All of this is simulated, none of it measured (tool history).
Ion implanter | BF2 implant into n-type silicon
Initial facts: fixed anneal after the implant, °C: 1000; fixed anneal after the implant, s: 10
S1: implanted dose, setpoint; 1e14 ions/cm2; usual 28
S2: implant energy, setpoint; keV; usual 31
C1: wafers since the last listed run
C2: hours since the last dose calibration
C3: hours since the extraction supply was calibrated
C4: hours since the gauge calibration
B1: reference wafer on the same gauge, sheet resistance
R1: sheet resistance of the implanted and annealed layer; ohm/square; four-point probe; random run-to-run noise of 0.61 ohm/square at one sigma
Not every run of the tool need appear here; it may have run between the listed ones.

run 1 hour=0 | S1=28 S2=31 | C1=0 C2=878.7 C3=1534.2 C4=647.2 | B1=129.97 | R1=148.69
run 2 hour=70 | S1=28 S2=31 | C1=1217 C2=948.7 C3=1604.2 C4=717.2 | B1=130.04 | R1=148.3
-- hour=121.8 Faraday cup replaced and dose calibrated
run 3 hour=143 | S1=28 S2=31 | C1=1130 C2=21.2 C3=1677.2 C4=790.2 | B1=130.23 | R1=147.81
run 4 hour=230.8 | S1=28 S2=31 | C1=1526 C2=109 C3=1765 C4=878 | B1=129.83 | R1=148.24
run 5 hour=320.4 | S1=34.38 S2=23.5 | C1=1557 C2=198.6 C3=1854.6 C4=967.6 | B1=130.04 | R1=167.87
run 6 hour=407.9 | S1=28 S2=28.5 | C1=1521 C2=286.1 C3=1942.1 C4=1055.1 | B1=129.93 | R1=152.92
run 7 hour=486.5 | S1=28 S2=28.5 | C1=1366 C2=364.7 C3=2020.7 C4=1133.7 | B1=130.14 | R1=154.3
run 8 hour=527.8 | S1=28 S2=28.5 | C1=718 C2=406 C3=2062 C4=1175 | B1=129.92 | R1=153.56
run 9 hour=632.6 | S1=28 S2=31 | C1=1822 C2=510.8 C3=2166.8 C4=1279.8 | B1=129.94 | R1=147.21
run 10 hour=714.9 | S1=28 S2=31 | C1=1430 C2=593.1 C3=2249.1 C4=1362.1 | B1=129.82 | R1=145.93
run 11 hour=778.3 | S1=28 S2=31 | C1=1102 C2=656.5 C3=2312.5 C4=1425.5 | B1=129.93 | R1=144.79
run 12 hour=834.3 | S1=34.27 S2=39.5 | C1=973 C2=712.5 C3=2368.5 C4=1481.5 | B1=129.81 | R1=125.38
run 13 hour=902.1 | S1=34.27 S2=39.5 | C1=1178 C2=780.3 C3=2436.3 C4=1549.3 | B1=129.91 | R1=124.38
run 14 hour=977 | S1=34.27 S2=39.5 | C1=1302 C2=855.2 C3=2511.2 C4=1624.2 | B1=130.12 | R1=124.64
-- hour=989.2 extraction supply calibrated
run 15 hour=1019.5 | S1=28 S2=31 | C1=599 C2=897.7 C3=30.3 C4=1666.7 | B1=130.24 | R1=149.57
run 16 hour=1109.3 | S1=24.84 S2=22 | C1=1561 C2=987.5 C3=120.1 C4=1756.5 | B1=130.03 | R1=183.81
run 17 hour=1149.9 | S1=21.58 S2=31 | C1=705 C2=1028.1 C3=160.7 C4=1797.1 | B1=130.26 | R1=152.81
-- hour=1171 Faraday cup replaced and dose calibrated
run 18 hour=1234.3 | S1=25.4 S2=31 | C1=1328 C2=63.3 C3=245.1 C4=1881.5 | B1=129.91 | R1=150.85
run 19 hour=1333.1 | S1=28 S2=31 | C1=1717 C2=162.1 C3=343.9 C4=1980.3 | B1=130.14 | R1=150.38
run 20 hour=1420 | S1=21.86 S2=25 | C1=1510 C2=249 C3=430.8 C4=2067.2 | B1=130.07 | R1=172.14
run 21 hour=1527.8 | S1=24.37 S2=31 | C1=1874 C2=356.8 C3=538.6 C4=2175 | B1=129.76 | R1=151.09
-- hour=1535.5 gauge calibrated
run 22 hour=1634.8 | S1=25.59 S2=24.5 | C1=1860 C2=463.8 C3=645.6 C4=99.3 | B1=129.82 | R1=171.6
run 23 hour=1729.7 | S1=33.12 S2=34 | C1=1649 C2=558.7 C3=740.5 C4=194.2 | B1=130.15 | R1=139.48
run 24 hour=1766.3 | S1=28 S2=41.5 | C1=636 C2=595.3 C3=777.1 C4=230.8 | B1=129.96 | R1=127.16
run 25 hour=1855.2 | S1=30.46 S2=31 | C1=1545 C2=684.2 C3=866 C4=319.7 | B1=129.92 | R1=149.06
run 26 hour=1932 | S1=34.74 S2=38 | C1=1335 C2=761 C3=942.8 C4=396.5 | B1=129.95 | R1=131.45

What will run 27 give?
run 27 hour=1970.1 | S1=28 S2=31 | C1=662 C2=799.1 C3=980.9 C4=434.6 | B1=? | R1=?

B1: 130.01
R1: 148.55 ohm/square
The same run, on a tool lacking any hidden state, would have yielded R1 149.61 ohm/square.

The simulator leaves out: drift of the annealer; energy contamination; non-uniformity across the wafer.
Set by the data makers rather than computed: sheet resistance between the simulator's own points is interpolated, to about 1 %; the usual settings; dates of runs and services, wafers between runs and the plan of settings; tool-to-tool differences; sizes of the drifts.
